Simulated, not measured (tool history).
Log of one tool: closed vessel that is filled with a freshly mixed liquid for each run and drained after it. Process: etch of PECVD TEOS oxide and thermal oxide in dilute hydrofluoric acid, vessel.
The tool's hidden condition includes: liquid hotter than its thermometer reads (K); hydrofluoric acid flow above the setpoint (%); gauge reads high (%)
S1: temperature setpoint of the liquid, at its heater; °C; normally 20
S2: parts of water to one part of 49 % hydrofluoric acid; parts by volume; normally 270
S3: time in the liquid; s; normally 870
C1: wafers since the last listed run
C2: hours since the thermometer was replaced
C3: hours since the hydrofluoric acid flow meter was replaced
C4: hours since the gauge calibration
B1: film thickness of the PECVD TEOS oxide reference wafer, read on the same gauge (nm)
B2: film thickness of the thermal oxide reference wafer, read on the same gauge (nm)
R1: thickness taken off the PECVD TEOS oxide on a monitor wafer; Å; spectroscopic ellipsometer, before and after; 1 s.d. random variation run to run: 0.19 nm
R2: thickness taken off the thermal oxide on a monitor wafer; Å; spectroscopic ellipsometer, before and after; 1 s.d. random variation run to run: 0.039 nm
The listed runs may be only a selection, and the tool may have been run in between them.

{"run": 1, "hour": 0.0, "S1": 20, "S2": 370, "S3": 870, "C1": 0, "C2": 2474.6, "C3": 205.4, "C4": 1687, "B1": 56.4, "B2": 75.23, "R1": 126.7, "R2": 60.8}
{"run": 2, "hour": 44.3, "S1": 20, "S2": 370, "S3": 870, "C1": 3585, "C2": 2518.9, "C3": 249.7, "C4": 1731.3, "B1": 56.33, "B2": 75.08, "R1": 126.5, "R2": 60.5}
{"run": 3, "hour": 120.1, "S1": 20, "S2": 370, "S3": 870, "C1": 6134, "C2": 2594.7, "C3": 325.5, "C4": 1807.1, "B1": 56.15, "B2": 74.88, "R1": 126.9, "R2": 60}
{"run": 4, "hour": 167.5, "S1": 20, "S2": 270, "S3": 870, "C1": 3835, "C2": 2642.1, "C3": 372.9, "C4": 1854.5, "B1": 56.03, "B2": 74.72, "R1": 186.8, "R2": 90}
{"hour": 232.3, "done": "thermometer replaced"}
{"run": 5, "hour": 241.3, "S1": 20, "S2": 270, "S3": 580, "C1": 5891, "C2": 9, "C3": 446.7, "C4": 1928.3, "B1": 55.87, "B2": 74.5, "R1": 125.4, "R2": 59.7}
{"run": 6, "hour": 299.9, "S1": 20, "S2": 270, "S3": 870, "C1": 4742, "C2": 67.6, "C3": 505.3, "C4": 1986.9, "B1": 55.74, "B2": 74.31, "R1": 189.4, "R2": 90.2}
{"hour": 383.1, "done": "hydrofluoric acid flow meter replaced"}
{"run": 7, "hour": 407.3, "S1": 20, "S2": 310, "S3": 870, "C1": 8610, "C2": 175, "C3": 24.2, "C4": 2094.3, "B1": 55.5, "B2": 73.99, "R1": 159.5, "R2": 74.9}
{"run": 8, "hour": 447.1, "S1": 17, "S2": 400, "S3": 1305, "C1": 3220, "C2": 214.8, "C3": 64, "C4": 2134.1, "B1": 55.42, "B2": 73.87, "R1": 151.9, "R2": 72.2}
{"run": 9, "hour": 538.0, "S1": 20, "S2": 270, "S3": 870, "C1": 7356, "C2": 305.7, "C3": 154.9, "C4": 2225, "B1": 55.21, "B2": 73.63, "R1": 186.3, "R2": 89}
{"run": 10, "hour": 607.3, "S1": 20, "S2": 405, "S3": 870, "C1": 5608, "C2": 375, "C3": 224.2, "C4": 2294.3, "B1": 55.05, "B2": 73.4, "R1": 110.4, "R2": 52.8}
{"run": 11, "hour": 651.5, "S1": 24.5, "S2": 270, "S3": 870, "C1": 3576, "C2": 419.2, "C3": 268.4, "C4": 2338.5, "B1": 54.95, "B2": 73.27, "R1": 218, "R2": 104}
{"hour": 709.3, "done": "gauge calibrated"}
{"run": 12, "hour": 724.0, "S1": 17, "S2": 365, "S3": 410, "C1": 5867, "C2": 491.7, "C3": 340.9, "C4": 14.7, "B1": 59.83, "B2": 79.79, "R1": 58.2, "R2": 27.7}
{"run": 13, "hour": 779.8, "S1": 20, "S2": 270, "S3": 870, "C1": 4515, "C2": 547.5, "C3": 396.7, "C4": 70.5, "B1": 59.71, "B2": 79.61, "R1": 201.1, "R2": 95.7}
{"run": 14, "hour": 885.0, "S1": 17.5, "S2": 185, "S3": 620, "C1": 8513, "C2": 652.7, "C3": 501.9, "C4": 175.7, "B1": 59.48, "B2": 79.29, "R1": 204.4, "R2": 98.4}
{"hour": 930.4, "done": "hydrofluoric acid flow meter replaced"}
{"run": 15, "hour": 961.2, "S1": 17, "S2": 165, "S3": 1210, "C1": 6085, "C2": 728.9, "C3": 30.8, "C4": 251.9, "B1": 59.32, "B2": 79.06, "R1": 448.3, "R2": 214.5}
{"run": 16, "hour": 1046.5, "S1": 20, "S2": 270, "S3": 870, "C1": 6903, "C2": 814.2, "C3": 116.1, "C4": 337.2, "B1": 59.13, "B2": 78.82, "R1": 201.6, "R2": 95.6}
{"run": 17, "hour": 1092.2, "S1": 22.5, "S2": 270, "S3": 870, "C1": 3698, "C2": 859.9, "C3": 161.8, "C4": 382.9, "B1": 59.03, "B2": 78.7, "R1": 222.2, "R2": 104.4}
{"run": 18, "hour": 1170.6, "S1": 24.5, "S2": 390, "S3": 700, "C1": 6344, "C2": 938.3, "C3": 240.2, "C4": 461.3, "B1": 58.84, "B2": 78.45, "R1": 117.4, "R2": 55.5}
{"run": 19, "hour": 1216.0, "S1": 20, "S2": 190, "S3": 1370, "C1": 3674, "C2": 983.7, "C3": 285.6, "C4": 506.7, "B1": 58.74, "B2": 78.31, "R1": 482.2, "R2": 229.9}
{"run": 20, "hour": 1275.6, "S1": 20, "S2": 270, "S3": 715, "C1": 4823, "C2": 1043.3, "C3": 345.2, "C4": 566.3, "B1": 58.61, "B2": 78.13, "R1": 162.3, "R2": 78.1}
{"run": 21, "hour": 1326.5, "S1": 20, "S2": 270, "S3": 870, "C1": 4119, "C2": 1094.2, "C3": 396.1, "C4": 617.2, "B1": 58.5, "B2": 77.96, "R1": 198, "R2": 94.4}
{"run": 22, "hour": 1414.6, "S1": 22, "S2": 165, "S3": 870, "C1": 7129, "C2": 1182.3, "C3": 484.2, "C4": 705.3, "B1": 58.28, "B2": 77.73, "R1": 386.9, "R2": 183.5}

Estimate the outcome of run 23 from the log above:
{"run": 23, "hour": 1473.3, "S1": 20, "S2": 270, "S3": 870, "C1": 4750, "C2": 1241, "C3": 542.9, "C4": 764, "B1": "?", "B2": "?", "R1": "?", "R2": "?"}

B1: 58.17
B2: 77.56
R1: 198.1 Å
R2: 93.2 Å
Minus the tool's unlogged condition, the same run would have read R1 204.4 Å, R2 96.1 Å.
